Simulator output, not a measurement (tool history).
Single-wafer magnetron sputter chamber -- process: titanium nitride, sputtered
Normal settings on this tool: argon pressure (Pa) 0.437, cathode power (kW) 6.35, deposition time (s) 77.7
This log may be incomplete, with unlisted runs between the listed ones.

| run | hour | argon pressure (Pa) | cathode power (kW) | deposition time (s) | wafers since the last listed run | wafers on the sputter target | hours since the last manometer calibration | hours since the magnet pack was replaced | hours since the gauge calibration | read-back reference wafer on the same gauge, thickness_nm | mean film thickness on the monitor wafer (angstrom) |
|---|---|---|---|---|---|---|---|---|---|---|---|
| 1 | 0 | 0.437 | 6.35 | 77.7 | 0 | 1009 | 1999 | 4599.9 | 369.2 | 80.728 | 960.64 |
| 2 | 27.5 | 0.479 | 6.35 | 68.2 | 385 | 1394 | 2026.5 | 4627.4 | 396.7 | 80.733 | 820.85 |
| 3 | 55.6 | 0.437 | 7.45 | 77.7 | 393 | 1788 | 2054.6 | 4655.5 | 424.8 | 80.709 | 1123.93 |
| 4 | 123.9 | 0.437 | 7.45 | 77.7 | 957 | 2746 | 2122.9 | 4723.8 | 493.1 | 80.724 | 1122.7 |
| 5 | 179.4 | 0.437 | 7.45 | 77.7 | 778 | 3524 | 2178.4 | 4779.3 | 548.6 | 80.621 | 1121.32 |
| 6 | 231.5 | 0.437 | 6.35 | 77.7 | 730 | 4254 | 2230.5 | 4831.4 | 600.7 | 80.618 | 962.01 |
| 7 | 272.7 | 0.437 | 6.35 | 77.7 | 577 | 4832 | 2271.7 | 4872.6 | 641.9 | 80.791 | 959.33 |
|  | 282.8 | sputter target and shields replaced |
| 8 | 321.5 | 0.437 | 6.35 | 77.7 | 572 | 542 | 2320.5 | 4921.4 | 690.7 | 80.729 | 960.62 |
|  | 348.5 | gauge calibrated |
| 9 | 357.7 | 0.437 | 6.35 | 87.4 | 507 | 1050 | 2356.7 | 4957.6 | 9.2 | 80.707 | 1076.43 |
| 10 | 391.2 | 0.437 | 6.35 | 87.4 | 469 | 1519 | 2390.2 | 4991.1 | 42.7 | 80.744 | 1080.94 |
|  | 425.2 | magnet pack replaced |
| 11 | 436.7 | 0.437 | 6.35 | 87.4 | 525 | 2045 | 2435.7 | 11.5 | 88.2 | 80.775 | 1086.33 |
| 12 | 501.9 | 0.437 | 6.35 | 77.7 | 914 | 2959 | 2500.9 | 76.7 | 153.4 | 80.693 | 959.82 |
| 13 | 538.3 | 0.437 | 6.35 | 84.5 | 510 | 3470 | 2537.3 | 113.1 | 189.8 | 80.696 | 1047.26 |
|  | 617.6 | sputter target and shields replaced |
| 14 | 731.3 | 0.318 | 7.85 | 92.3 | 2593 | 1593 | 2730.3 | 306.1 | 382.8 | 80.849 | 1518.7 |
| 15 | 774.3 | 0.333 | 6.8 | 71.9 | 602 | 2196 | 2773.3 | 349.1 | 425.8 | 80.68 | 1021.86 |
|  | 787.5 | capacitance manometer re-zeroed and calibrated |
| 16 | 808.8 | 0.437 | 4.9 | 85.8 | 371 | 2568 | 21.3 | 383.6 | 460.3 | 80.705 | 858.51 |
| 17 | 847.6 | 0.566 | 7.85 | 77.7 | 543 | 3111 | 60.1 | 422.4 | 499.1 | 80.855 | 1125.66 |
| 18 | 875.3 | 0.437 | 7.3 | 88 | 388 | 3500 | 87.8 | 450.1 | 526.8 | 80.694 | 1282.02 |
|  | 907.6 | sputter target and shields replaced |
| 19 | 936.4 | 0.503 | 5 | 77.7 | 744 | 403 | 148.9 | 511.2 | 587.9 | 80.764 | 757.72 |
| 20 | 967.1 | 0.437 | 6.35 | 84.1 | 430 | 834 | 179.6 | 541.9 | 618.6 | 80.736 | 1063.77 |
| 21 | 995.3 | 0.437 | 6.35 | 77.7 | 395 | 1229 | 207.8 | 570.1 | 646.8 | 80.706 | 987.7 |
| 22 | 1043.3 | 0.52 | 5.15 | 65.5 | 672 | 1902 | 255.8 | 618.1 | 694.8 | 80.717 | 646.03 |
| 23 | 1079.9 | 0.437 | 6.35 | 77.7 | 513 | 2415 | 292.4 | 654.7 | 731.4 | 80.791 | 984.61 |

How the hidden state differs across the entries between the runs, from the last listed run before each to the first after it:
Between runs 7 and 8: sputter target and shields replaced (hour 282.8)
  true argon pressure above the setpoint (%): 13.3 -> 13.4
  measured value less the no-hidden-state value, mean film thickness on the monitor wafer (angstrom): -33.17 -> -33.37
Between runs 8 and 9: gauge calibrated (hour 348.5)
  nothing in the hidden state changes from one run to the other
  measured value less the no-hidden-state value, mean film thickness on the monitor wafer (angstrom): -33.37 -> -37.52
Between runs 10 and 11: magnet pack replaced (hour 425.2)
  nothing in the hidden state changes from one run to the other
  measured value less the no-hidden-state value, mean film thickness on the monitor wafer (angstrom): -37.78 -> -38.12
Between runs 13 and 14: sputter target and shields replaced (hour 617.6)
  true argon pressure above the setpoint (%): 13.6 -> 13.8
  measured value less the no-hidden-state value, mean film thickness on the monitor wafer (angstrom): -37.04 -> -31.32
Between runs 15 and 16: capacitance manometer re-zeroed and calibrated (hour 787.5)
  true argon pressure above the setpoint (%): 13.8 -> 0.795
  measured value less the no-hidden-state value, mean film thickness on the monitor wafer (angstrom): -23.12 -> -1.75
Between runs 18 and 19: sputter target and shields replaced (hour 907.6)
  true argon pressure above the setpoint (%): 1.74 -> 2.54
  measured value less the no-hidden-state value, mean film thickness on the monitor wafer (angstrom): -5.72 -> -6.06
